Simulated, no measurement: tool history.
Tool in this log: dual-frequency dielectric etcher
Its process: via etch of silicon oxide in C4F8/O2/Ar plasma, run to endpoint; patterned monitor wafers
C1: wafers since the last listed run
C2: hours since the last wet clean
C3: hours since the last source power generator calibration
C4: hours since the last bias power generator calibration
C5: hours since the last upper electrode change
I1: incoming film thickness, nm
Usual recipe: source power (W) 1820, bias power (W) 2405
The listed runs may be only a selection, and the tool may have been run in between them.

Run 1, day 0: usual settings; C1 0; C2 362.9; C3 3910.2; C4 2587.1; C5 1193.7; I1 1810.9. Result: endpoint time (s) 305.3.
Run 2, day 1.817: usual settings; C1 120; C2 406.5; C3 3953.8; C4 2630.7; C5 1237.3; I1 1813.1. Result: endpoint time (s) 303.
At day 5.562: wet clean of the chamber.
Run 3, day 5.583: usual settings but source power (W) 1500, bias power (W) 2835; C1 183; C2 0.5; C3 4044.2; C4 2721.1; C5 1327.7; I1 1839.1. Result: endpoint time (s) 315.1.
At day 6.412: bias power generator calibrated.
Run 4, day 7.162: usual settings but source power (W) 1500, bias power (W) 2835; C1 93; C2 38.4; C3 4082.1; C4 18; C5 1365.6; I1 1814.2. Result: endpoint time (s) 305.1.
Run 5, day 8.308: usual settings; C1 75; C2 65.9; C3 4109.6; C4 45.5; C5 1393.1; I1 1799. Result: endpoint time (s) 290.
Run 6, day 9.65: usual settings but source power (W) 2030, bias power (W) 2750; C1 88; C2 98.1; C3 4141.8; C4 77.7; C5 1425.3; I1 1813.8. Result: endpoint time (s) 273.1.
Run 7, day 12.612: usual settings but source power (W) 2030, bias power (W) 2750; C1 196; C2 169.2; C3 4212.9; C4 148.8; C5 1496.4; I1 1812.4. Result: endpoint time (s) 270.3.
Run 8, day 15.442: usual settings but source power (W) 2110; C1 187; C2 237.1; C3 4280.8; C4 216.7; C5 1564.3; I1 1819.3. Result: endpoint time (s) 274.7.
At day 16.2: source power generator calibrated.
Run 9, day 16.462: usual settings but source power (W) 2170; C1 56; C2 261.6; C3 6.3; C4 241.2; C5 1588.8; I1 1819.4. Result: endpoint time (s) 273.7.
Run 10, day 18.333: usual settings but source power (W) 2170; C1 123; C2 306.5; C3 51.2; C4 286.1; C5 1633.7; I1 1820.8. Result: endpoint time (s) 271.3.
At day 19.942: wet clean of the chamber, repeated, since the last time left the tool worse.
Run 11, day 21.125: usual settings but source power (W) 1640, bias power (W) 2690; C1 118; C2 28.4; C3 118.2; C4 353.1; C5 1700.7; I1 1814.8. Result: endpoint time (s) 317.2.
Run 12, day 23.396: usual settings but source power (W) 1500; C1 150; C2 82.9; C3 172.7; C4 407.6; C5 1755.2; I1 1821.6. Result: endpoint time (s) 332.8.
Run 13, day 24.796: usual settings but source power (W) 1370, bias power (W) 1971; C1 92; C2 116.5; C3 206.3; C4 441.2; C5 1788.8; I1 1787.9. Result: endpoint time (s) 359.3.
Run 14, day 27.7: usual settings; C1 192; C2 186.2; C3 276; C4 510.9; C5 1858.5; I1 1821.1. Result: endpoint time (s) 306.2.
Run 15, day 30: usual settings; C1 152; C2 241.4; C3 331.2; C4 566.1; C5 1913.7; I1 1791.8. Result: endpoint time (s) 300.5.
Run 16, day 31.104: usual settings; C1 73; C2 267.9; C3 357.7; C4 592.6; C5 1940.2; I1 1793.5. Result: endpoint time (s) 302.
Run 17, day 33.742: usual settings but source power (W) 1700, bias power (W) 2759; C1 174; C2 331.2; C3 421; C4 655.9; C5 2003.5; I1 1793.8. Result: endpoint time (s) 299.8.
Run 18, day 35.075: usual settings but source power (W) 1970, bias power (W) 2945; C1 88; C2 363.2; C3 453; C4 687.9; C5 2035.5; I1 1808.9. Result: endpoint time (s) 277.6.
At day 37.371: wet clean of the chamber.
Run 19, day 37.392: usual settings; C1 87; C2 0.5; C3 508.6; C4 743.5; C5 2091.1; I1 1812.1. Result: endpoint time (s) 308.7.
Run 20, day 38.796: usual settings but source power (W) 2090, bias power (W) 1964; C1 92; C2 34.2; C3 542.3; C4 777.2; C5 2124.8; I1 1802.7. Result: endpoint time (s) 307.4.
Run 21, day 40.996: usual settings but bias power (W) 2755; C1 145; C2 87; C3 595.1; C4 830; C5 2177.6; I1 1822.9. Result: endpoint time (s) 301.1.
Run 22, day 43.708: usual settings but source power (W) 1500, bias power (W) 2673; C1 179; C2 152.1; C3 660.2; C4 895.1; C5 2242.7; I1 1821.3. Result: endpoint time (s) 327.6.
Run 23, day 46.329: usual settings but source power (W) 1590, bias power (W) 1974; C1 173; C2 215; C3 723.1; C4 958; C5 2305.6; I1 1804.7. Result: endpoint time (s) 336.6.
Run 24, day 49.117: usual settings; C1 184; C2 281.9; C3 790; C4 1024.9; C5 2372.5; I1 1796.4. Result: endpoint time (s) 301.
At day 50.438: upper electrode replaced.
Run 25, day 51.492: usual settings but source power (W) 2260, bias power (W) 2700; C1 91; C2 338.9; C3 847; C4 1081.9; C5 25.3; I1 1809.1. Result: endpoint time (s) 267.2.
Run 26, day 52.517: usual settings but source power (W) 1590, bias power (W) 2815; C1 67; C2 363.5; C3 871.6; C4 1106.5; C5 49.9; I1 1806.2. Result: endpoint time (s) 311.1.
Run 27, day 54.862: usual settings but source power (W) 1700, bias power (W) 2619; C1 155; C2 419.8; C3 927.9; C4 1162.8; C5 106.2; I1 1795.5. Result: endpoint time (s) 303.1.
Run 28, day 57.221: usual settings but source power (W) 2010, bias power (W) 1860; C1 156; C2 476.4; C3 984.5; C4 1219.4; C5 162.8; I1 1824.2. Result: endpoint time (s) 307.
At day 58.479: wet clean of the chamber.
Run 29, day 60.05: usual settings; C1 121; C2 37.7; C3 1052.4; C4 1287.3; C5 230.7; I1 1818.5. Result: endpoint time (s) 309.8.
Run 30, day 62.542: usual settings but source power (W) 1590; C1 164; C2 97.5; C3 1112.2; C4 1347.1; C5 290.5; I1 1810. Result: endpoint time (s) 323.
Run 31, day 63.954: usual settings but bias power (W) 2241; C1 93; C2 131.4; C3 1146.1; C4 1381; C5 324.4; I1 1824.4. Result: endpoint time (s) 312.6.
Run 32, day 66.9: usual settings; C1 194; C2 202.1; C3 1216.8; C4 1451.7; C5 395.1; I1 1806.8. Result: endpoint time (s) 305.9.
Run 33, day 69.321: usual settings; C1 160; C2 260.2; C3 1274.9; C4 1509.8; C5 453.2; I1 1822.6. Result: endpoint time (s) 307.5.
Run 34, day 71.504: usual settings; C1 144; C2 312.6; C3 1327.3; C4 1562.2; C5 505.6; I1 1806.8. Result: endpoint time (s) 303.2.

Forecast each of these 5 alternatives for the next run:
Run A, day 71.525: usual settings but source power (W) 1620; C1 1; C2 313.1; C3 1327.8; C4 1562.7; C5 506.1; I1 1806.4. Result: endpoint time (s) ?.
Run B, day 71.525: usual settings but source power (W) 1570, bias power (W) 2070; C1 1; C2 313.1; C3 1327.8; C4 1562.7; C5 506.1; I1 1806.4. Result: endpoint time (s) ?.
Run C, day 71.525: usual settings but source power (W) 1420, bias power (W) 2644; C1 1; C2 313.1; C3 1327.8; C4 1562.7; C5 506.1; I1 1806.4. Result: endpoint time (s) ?.
Run D, day 71.525: usual settings but source power (W) 2070; C1 1; C2 313.1; C3 1327.8; C4 1562.7; C5 506.1; I1 1806.4. Result: endpoint time (s) ?.
Run E, day 71.525: usual settings but source power (W) 1520; C1 1; C2 313.1; C3 1327.8; C4 1562.7; C5 506.1; I1 1806.4. Result: endpoint time (s) ?.

run  endpoint time (s)
  A              321.3
  B              336.7
  C              332.3
  D              289.9
  E              330.1
Take away the tool's hidden state, keep each run's random variation, and the runs would have read:
run  endpoint time (s)
  A              327.2
  B              342.8
  C              338.3
  D              295.2
  E              336.1

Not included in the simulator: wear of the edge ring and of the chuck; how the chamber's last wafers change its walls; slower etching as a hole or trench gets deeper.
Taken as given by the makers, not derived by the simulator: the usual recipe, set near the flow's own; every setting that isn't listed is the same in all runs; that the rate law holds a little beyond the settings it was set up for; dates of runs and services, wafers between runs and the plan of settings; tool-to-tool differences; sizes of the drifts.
